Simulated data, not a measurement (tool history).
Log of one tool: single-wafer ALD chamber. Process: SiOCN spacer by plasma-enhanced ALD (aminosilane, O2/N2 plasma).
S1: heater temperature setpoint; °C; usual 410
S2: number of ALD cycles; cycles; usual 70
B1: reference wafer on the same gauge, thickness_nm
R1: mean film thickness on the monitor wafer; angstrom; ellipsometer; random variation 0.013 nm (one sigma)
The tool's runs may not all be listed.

{"run": 1, "hour": 0.0, "S1": 410, "S2": 70, "B1": 4.722, "R1": 40.7}
{"run": 2, "hour": 55.2, "S1": 410, "S2": 70, "B1": 4.721, "R1": 40.55}
{"run": 3, "hour": 158.2, "S1": 410, "S2": 75, "B1": 4.722, "R1": 43.17}
{"run": 4, "hour": 213.3, "S1": 402, "S2": 70, "B1": 4.722, "R1": 41.45}
{"run": 5, "hour": 290.2, "S1": 402, "S2": 70, "B1": 4.719, "R1": 41.48}
{"run": 6, "hour": 379.1, "S1": 402, "S2": 70, "B1": 4.719, "R1": 41.4}
{"hour": 393.6, "done": "gauge calibrated"}
{"run": 7, "hour": 479.5, "S1": 410, "S2": 70, "B1": 4.718, "R1": 40.31}
{"run": 8, "hour": 559.5, "S1": 401, "S2": 70, "B1": 4.718, "R1": 41.34}
{"hour": 599.2, "done": "thermocouple changed; heater temperature recalibrated"}
{"run": 9, "hour": 613.3, "S1": 410, "S2": 70, "B1": 4.721, "R1": 39.52}
{"run": 10, "hour": 698.8, "S1": 410, "S2": 70, "B1": 4.726, "R1": 39.59}
{"hour": 763.4, "done": "thermocouple changed; heater temperature recalibrated, repeated, since the last time left the tool worse"}
{"run": 11, "hour": 803.9, "S1": 395, "S2": 76, "B1": 4.721, "R1": 45.45}
{"run": 12, "hour": 880.1, "S1": 419, "S2": 57, "B1": 4.722, "R1": 32.17}
{"run": 13, "hour": 1203.4, "S1": 415, "S2": 58, "B1": 4.724, "R1": 32.99}
{"run": 14, "hour": 1261.5, "S1": 422, "S2": 78, "B1": 4.721, "R1": 43.5}
{"run": 15, "hour": 1310.9, "S1": 404, "S2": 70, "B1": 4.721, "R1": 41.25}

3 ways to go on from here, each from the tool as it stands after run 15. What would each give?
{"run": "A", "hour": 1311.4, "S1": 410, "S2": 70, "B1": "?", "R1": "?"}
{"run": "B", "hour": 1311.4, "S1": 399, "S2": 74, "B1": "?", "R1": "?"}
{"run": "C", "hour": 1311.4, "S1": 400, "S2": 62, "B1": "?", "R1": "?"}

run=A B1=4.717 R1=40.61
run=B B1=4.717 R1=44.35
run=C B1=4.717 R1=37.16
Without the tool's hidden state the same runs would have given:
run=A R1=40.69
run=B R1=44.35
run=C R1=37.16
